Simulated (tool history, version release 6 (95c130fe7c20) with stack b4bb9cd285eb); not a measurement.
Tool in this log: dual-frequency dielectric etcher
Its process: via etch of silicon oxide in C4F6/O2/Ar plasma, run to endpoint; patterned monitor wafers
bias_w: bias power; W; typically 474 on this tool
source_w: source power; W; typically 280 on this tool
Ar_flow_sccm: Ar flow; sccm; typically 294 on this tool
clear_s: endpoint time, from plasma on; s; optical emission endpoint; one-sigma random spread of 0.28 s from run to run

run,hour,bias_w,source_w,Ar_flow_sccm,"incoming incoming film thickness, nm",clear_s
1,0.0,474,280,294,122.7,32.2
2,263.9,474,280,294,123.2,33.1
3,299.1,474,330,294,121.7,31.0
4,597.5,550,280,294,125.4,31.5
5,696.7,550,280,294,122.9,30.1
6,773.8,550,280,294,125.0,31.4
7,851.4,474,280,294,124.9,33.1
8,936.7,474,280,294,124.1,32.6
9,1236.0,448,280,294,124.0,32.1
10,1319.3,448,280,294,122.5,31.4
11,1375.9,474,280,294,124.3,33.1
12,1469.1,474,280,294,123.0,32.4
13,1516.2,474,280,294,122.6,32.2
14,1589.8,513,280,294,124.2,31.9
15,1645.1,402,260,275,123.9,34.9
16,1703.8,474,280,260,123.8,31.7
17,1787.7,561,300,349,124.0,30.4
18,1883.6,474,220,294,123.9,34.5
19,1970.5,474,300,357,124.0,31.3
20,2042.1,433,280,294,123.6,34.2
21,2124.9,474,280,294,124.4,33.0
22,2212.4,474,280,294,124.2,33.5
23,2316.4,474,280,294,124.1,32.7
24,2422.4,474,280,294,123.2,32.0
25,2511.4,474,280,294,124.8,32.0
26,2552.1,533,280,360,122.4,31.5
27,2620.5,474,220,262,123.7,35.6
28,2713.7,474,310,232,124.9,30.2
29,2820.2,360,230,345,124.2,39.5

Put back what was entered between runs (9 entries, withheld): which listed runs does each sit between, and how does the hidden state differ from the listed run before to the listed run after?
Run 1 -> run 2: wet clean of the chamber (hour 263.4)
  etch rate over this chamber's usual, %: 1.42 -> 0.125
  measured result minus the result with no hidden state, clear_s: -0.5 -> -0.1 s
Run 5 -> run 6: wet clean of the chamber (hour 747.1)
  etch rate over this chamber's usual, %: 4.19 -> 1.09
  measured result minus the result with no hidden state, clear_s: -1.3 -> -0.4 s
Run 8 -> run 9: upper electrode replaced (hour 1235.5)
  etch rate over this chamber's usual, %: 2.62 -> 5.43
  measured result minus the result with no hidden state, clear_s: -0.9 -> -1.7 s
Run 10 -> run 11: source power generator calibrated (hour 1323.8); wet clean of the chamber (hour 1375.4)
  etch rate over this chamber's usual, %: 6.22 -> 0.499
  measured result minus the result with no hidden state, clear_s: -2.0 -> -0.1 s
Run 17 -> run 18: Ar flow controller replaced (hour 1840.4)
  etch rate over this chamber's usual, %: 4.37 -> 5.27
  measured result minus the result with no hidden state, clear_s: -1.4 -> -1.9 s
Run 19 -> run 20: wet clean of the chamber (hour 2014.0)
  etch rate over this chamber's usual, %: 6.09 -> -0.732
  measured result minus the result with no hidden state, clear_s: -2.0 -> +0.3 s
Run 21 -> run 22: bias power generator calibrated (hour 2136.2)
  etch rate over this chamber's usual, %: 0.0455 -> 0.868
  measured result minus the result with no hidden state, clear_s: -0.1 -> -0.3 s
Run 26 -> run 27: wet clean of the chamber (hour 2620.0)
  etch rate over this chamber's usual, %: 4.06 -> 0.36
  measured result minus the result with no hidden state, clear_s: -1.2 -> -0.1 s

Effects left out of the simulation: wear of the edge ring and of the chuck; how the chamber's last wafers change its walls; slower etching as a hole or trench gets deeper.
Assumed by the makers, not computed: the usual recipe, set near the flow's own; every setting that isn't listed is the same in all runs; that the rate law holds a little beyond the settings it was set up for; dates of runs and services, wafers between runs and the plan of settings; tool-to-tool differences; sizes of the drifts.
